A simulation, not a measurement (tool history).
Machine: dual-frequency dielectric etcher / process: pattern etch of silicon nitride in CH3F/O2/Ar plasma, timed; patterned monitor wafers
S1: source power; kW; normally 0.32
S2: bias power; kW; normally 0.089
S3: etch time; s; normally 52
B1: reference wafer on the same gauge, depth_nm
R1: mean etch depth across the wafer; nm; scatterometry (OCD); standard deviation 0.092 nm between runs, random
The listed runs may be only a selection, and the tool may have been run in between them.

| run | hour | S1 | S2 | S3 | B1 | R1 |
|---|---|---|---|---|---|---|
| 1 | 0 | 0.32 | 0.089 | 52 | 32.78 | 36.24 |
| 2 | 29 | 0.32 | 0.089 | 52 | 32.8 | 36.08 |
| 3 | 70 | 0.32 | 0.089 | 52 | 32.78 | 36.17 |
| 4 | 104 | 0.32 | 0.089 | 52 | 32.81 | 36.11 |
| 5 | 137.4 | 0.32 | 0.089 | 52 | 32.78 | 36.07 |
| 6 | 164.4 | 0.32 | 0.089 | 52 | 32.79 | 36.18 |
| 7 | 224.9 | 0.32 | 0.089 | 52 | 32.8 | 36.31 |
| 8 | 257.3 | 0.32 | 0.089 | 52 | 32.81 | 36.21 |
| 9 | 287.8 | 0.32 | 0.089 | 52 | 32.79 | 36.23 |
| 10 | 319.8 | 0.32 | 0.089 | 52 | 32.81 | 36.2 |
|  | 386.7 | wet clean of the chamber |
| 11 | 387.2 | 0.32 | 0.089 | 52 | 32.8 | 36.42 |
|  | 404.3 | bias power generator calibrated |
|  | 502.8 | upper electrode replaced |
| 12 | 540.4 | 0.3 | 0.106 | 52 | 32.79 | 37.87 |
| 13 | 586.4 | 0.3 | 0.106 | 52 | 32.81 | 38.05 |
| 14 | 646.4 | 0.3 | 0.106 | 52 | 32.8 | 37.93 |
|  | 699.9 | source power generator calibrated |
| 15 | 715 | 0.27 | 0.098 | 37 | 32.8 | 25.35 |
| 16 | 772.2 | 0.25 | 0.089 | 40.5 | 32.78 | 25.93 |
| 17 | 800 | 0.35 | 0.073 | 60.5 | 32.8 | 38.69 |
| 18 | 842.3 | 0.32 | 0.089 | 52 | 32.79 | 35.79 |
|  | 853.6 | gauge calibrated |
| 19 | 888.7 | 0.37 | 0.068 | 44 | 32.78 | 27.68 |
| 20 | 931.4 | 0.32 | 0.089 | 52 | 32.8 | 35.8 |
|  | 977.3 | wet clean of the chamber |
| 21 | 995.4 | 0.32 | 0.089 | 52 | 32.79 | 35.74 |
| 22 | 1042.3 | 0.32 | 0.089 | 52 | 32.79 | 35.79 |
| 23 | 1092.3 | 0.32 | 0.089 | 46.5 | 32.81 | 32.14 |
| 24 | 1132.6 | 0.32 | 0.089 | 52 | 32.81 | 35.92 |
| 25 | 1178.6 | 0.32 | 0.073 | 52 | 32.81 | 32.62 |
| 26 | 1219.4 | 0.32 | 0.089 | 60 | 32.79 | 41.29 |
| 27 | 1250.1 | 0.32 | 0.089 | 52 | 32.79 | 36.01 |
| 28 | 1310.6 | 0.36 | 0.1 | 64 | 32.78 | 48.33 |

Below are 5 alternative next runs, each starting from the tool's condition after run 28. Predict each:
| A | 1311 | 0.32 | 0.089 | 63.5 | ? | ? |
| B | 1311 | 0.36 | 0.089 | 58.5 | ? | ? |
| C | 1311 | 0.32 | 0.089 | 43.5 | ? | ? |
| D | 1311 | 0.32 | 0.089 | 56.5 | ? | ? |
| E | 1311 | 0.36 | 0.1 | 41 | ? | ? |

| run | B1 | R1 |
|---|---|---|
| A | 32.81 | 43.69 |
| B | 32.81 | 41.67 |
| C | 32.81 | 29.93 |
| D | 32.81 | 38.87 |
| E | 32.81 | 30.89 |
Take away the tool's hidden state, keep each run's random variation, and the runs would have read:
| run | R1 |
|---|---|
| A | 42.97 |
| B | 40.99 |
| C | 29.44 |
| D | 38.24 |
| E | 30.38 |
